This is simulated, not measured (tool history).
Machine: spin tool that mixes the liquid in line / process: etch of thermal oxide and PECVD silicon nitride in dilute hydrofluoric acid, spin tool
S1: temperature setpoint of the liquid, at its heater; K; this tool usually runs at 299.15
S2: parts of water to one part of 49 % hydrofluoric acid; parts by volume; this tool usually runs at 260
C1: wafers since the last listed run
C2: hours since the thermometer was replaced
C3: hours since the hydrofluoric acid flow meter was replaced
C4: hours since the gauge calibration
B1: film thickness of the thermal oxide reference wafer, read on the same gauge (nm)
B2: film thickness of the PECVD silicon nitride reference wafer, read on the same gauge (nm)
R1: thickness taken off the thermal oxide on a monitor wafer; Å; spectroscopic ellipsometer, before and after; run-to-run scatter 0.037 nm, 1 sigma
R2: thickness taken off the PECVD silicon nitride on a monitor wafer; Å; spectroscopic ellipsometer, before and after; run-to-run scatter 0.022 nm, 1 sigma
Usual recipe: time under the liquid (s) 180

run 1 hour=0.0 | S1=299.15 S2=365 time_under_the_liquid_(s)=180 | C1=0 C2=824.3 C3=3.7 C4=67.3 | B1=39.991 B2=149.973 | R1=17.76 R2=26.21
run 2 hour=11.7 | S1=299.15 S2=260 time_under_the_liquid_(s)=90 | C1=67 C2=836.0 C3=15.4 C4=79.0 | B1=39.984 B2=149.968 | R1=13.78 R2=18.27
-- hour=14.5 thermometer replaced
run 3 hour=19.3 | S1=294.15 S2=155 time_under_the_liquid_(s)=210 | C1=37 C2=4.8 C3=23.0 C4=86.6 | B1=40.012 B2=150.039 | R1=52.27 R2=59.23
run 4 hour=36.7 | S1=299.15 S2=260 time_under_the_liquid_(s)=180 | C1=100 C2=22.2 C3=40.4 C4=104.0 | B1=39.998 B2=150.004 | R1=29.66 R2=41.84
run 5 hour=53.5 | S1=299.15 S2=260 time_under_the_liquid_(s)=90 | C1=96 C2=39.0 C3=57.2 C4=120.8 | B1=39.996 B2=149.998 | R1=14.73 R2=20.82
run 6 hour=71.0 | S1=299.15 S2=260 time_under_the_liquid_(s)=180 | C1=100 C2=56.5 C3=74.7 C4=138.3 | B1=39.992 B2=149.984 | R1=29.55 R2=41.51
run 7 hour=79.9 | S1=299.15 S2=260 time_under_the_liquid_(s)=80 | C1=51 C2=65.4 C3=83.6 C4=147.2 | B1=40.006 B2=149.950 | R1=12.98 R2=18.47
run 8 hour=91.2 | S1=301.15 S2=260 time_under_the_liquid_(s)=180 | C1=65 C2=76.7 C3=94.9 C4=158.5 | B1=40.001 B2=150.018 | R1=31.55 R2=46.87
run 9 hour=104.0 | S1=299.15 S2=135 time_under_the_liquid_(s)=135 | C1=73 C2=89.5 C3=107.7 C4=171.3 | B1=40.001 B2=149.994 | R1=49.14 R2=59.92
run 10 hour=136.2 | S1=300.65 S2=375 time_under_the_liquid_(s)=180 | C1=185 C2=121.7 C3=139.9 C4=203.5 | B1=39.988 B2=149.981 | R1=19.17 R2=31.35
run 11 hour=144.0 | S1=297.15 S2=295 time_under_the_liquid_(s)=100 | C1=44 C2=129.5 C3=147.7 C4=211.3 | B1=40.020 B2=149.986 | R1=13.32 R2=18.09
run 12 hour=154.0 | S1=299.15 S2=260 time_under_the_liquid_(s)=180 | C1=57 C2=139.5 C3=157.7 C4=221.3 | B1=40.002 B2=149.991 | R1=28.70 R2=41.22
run 13 hour=172.5 | S1=301.65 S2=260 time_under_the_liquid_(s)=240 | C1=106 C2=158.0 C3=176.2 C4=239.8 | B1=39.988 B2=150.008 | R1=43.31 R2=64.83
run 14 hour=179.4 | S1=299.15 S2=260 time_under_the_liquid_(s)=180 | C1=39 C2=164.9 C3=183.1 C4=246.7 | B1=40.007 B2=150.025 | R1=29.09 R2=40.89
run 15 hour=196.0 | S1=299.15 S2=150 time_under_the_liquid_(s)=180 | C1=95 C2=181.5 C3=199.7 C4=263.3 | B1=39.999 B2=150.022 | R1=57.20 R2=71.20
run 16 hour=204.3 | S1=303.15 S2=365 time_under_the_liquid_(s)=120 | C1=47 C2=189.8 C3=208.0 C4=271.6 | B1=39.984 B2=149.992 | R1=13.90 R2=24.87
run 17 hour=213.1 | S1=302.15 S2=165 time_under_the_liquid_(s)=140 | C1=50 C2=198.6 C3=216.8 C4=280.4 | B1=39.988 B2=150.022 | R1=44.09 R2=61.26
run 18 hour=227.6 | S1=299.15 S2=260 time_under_the_liquid_(s)=180 | C1=83 C2=213.1 C3=231.3 C4=294.9 | B1=39.992 B2=149.937 | R1=29.02 R2=41.02
run 19 hour=239.6 | S1=299.15 S2=260 time_under_the_liquid_(s)=180 | C1=69 C2=225.1 C3=243.3 C4=306.9 | B1=39.993 B2=149.991 | R1=29.49 R2=41.37
run 20 hour=253.3 | S1=294.15 S2=260 time_under_the_liquid_(s)=180 | C1=78 C2=238.8 C3=257.0 C4=320.6 | B1=39.998 B2=149.947 | R1=24.08 R2=30.01
run 21 hour=262.7 | S1=297.15 S2=340 time_under_the_liquid_(s)=85 | C1=54 C2=248.2 C3=266.4 C4=330.0 | B1=39.979 B2=149.993 | R1=9.06 R2=13.16
run 22 hour=279.7 | S1=294.15 S2=260 time_under_the_liquid_(s)=180 | C1=97 C2=265.2 C3=283.4 C4=347.0 | B1=39.981 B2=150.020 | R1=24.50 R2=30.14
run 23 hour=290.8 | S1=302.65 S2=260 time_under_the_liquid_(s)=275 | C1=63 C2=276.3 C3=294.5 C4=358.1 | B1=40.017 B2=150.034 | R1=51.23 R2=77.61
run 24 hour=300.4 | S1=303.15 S2=355 time_under_the_liquid_(s)=130 | C1=55 C2=285.9 C3=304.1 C4=367.7 | B1=39.982 B2=150.000 | R1=16.17 R2=27.41
run 25 hour=322.0 | S1=301.65 S2=355 time_under_the_liquid_(s)=180 | C1=124 C2=307.5 C3=325.7 C4=389.3 | B1=39.971 B2=150.027 | R1=21.62 R2=34.63
run 26 hour=328.8 | S1=299.15 S2=260 time_under_the_liquid_(s)=180 | C1=39 C2=314.3 C3=332.5 C4=396.1 | B1=39.997 B2=149.998 | R1=29.85 R2=40.54

Alternative continuations, all from the tool just after run 26; predict every row:
run A hour=329.3 | S1=299.15 S2=260 time_under_the_liquid_(s)=180 | C1=2 C2=314.8 C3=333.0 C4=396.6 | B1=? B2=? | R1=? R2=?
run B hour=329.3 | S1=299.15 S2=295 time_under_the_liquid_(s)=180 | C1=2 C2=314.8 C3=333.0 C4=396.6 | B1=? B2=? | R1=? R2=?
run C hour=329.3 | S1=295.15 S2=180 time_under_the_liquid_(s)=275 | C1=2 C2=314.8 C3=333.0 C4=396.6 | B1=? B2=? | R1=? R2=?
run D hour=329.3 | S1=295.65 S2=195 time_under_the_liquid_(s)=180 | C1=2 C2=314.8 C3=333.0 C4=396.6 | B1=? B2=? | R1=? R2=?

run=A B1=40.000 B2=150.014 R1=29.23 R2=40.82
run=B B1=40.000 B2=150.014 R1=24.88 R2=35.99
run=C B1=40.000 B2=150.014 R1=60.33 R2=69.49
run=D B1=40.000 B2=150.014 R1=36.60 R2=43.45
Take away the tool's hidden state, keep each run's random variation, and the runs would have read:
run=A R1=29.48 R2=42.52
run=B R1=25.06 R2=37.46
run=C R1=61.17 R2=72.73
run=D R1=37.08 R2=45.45

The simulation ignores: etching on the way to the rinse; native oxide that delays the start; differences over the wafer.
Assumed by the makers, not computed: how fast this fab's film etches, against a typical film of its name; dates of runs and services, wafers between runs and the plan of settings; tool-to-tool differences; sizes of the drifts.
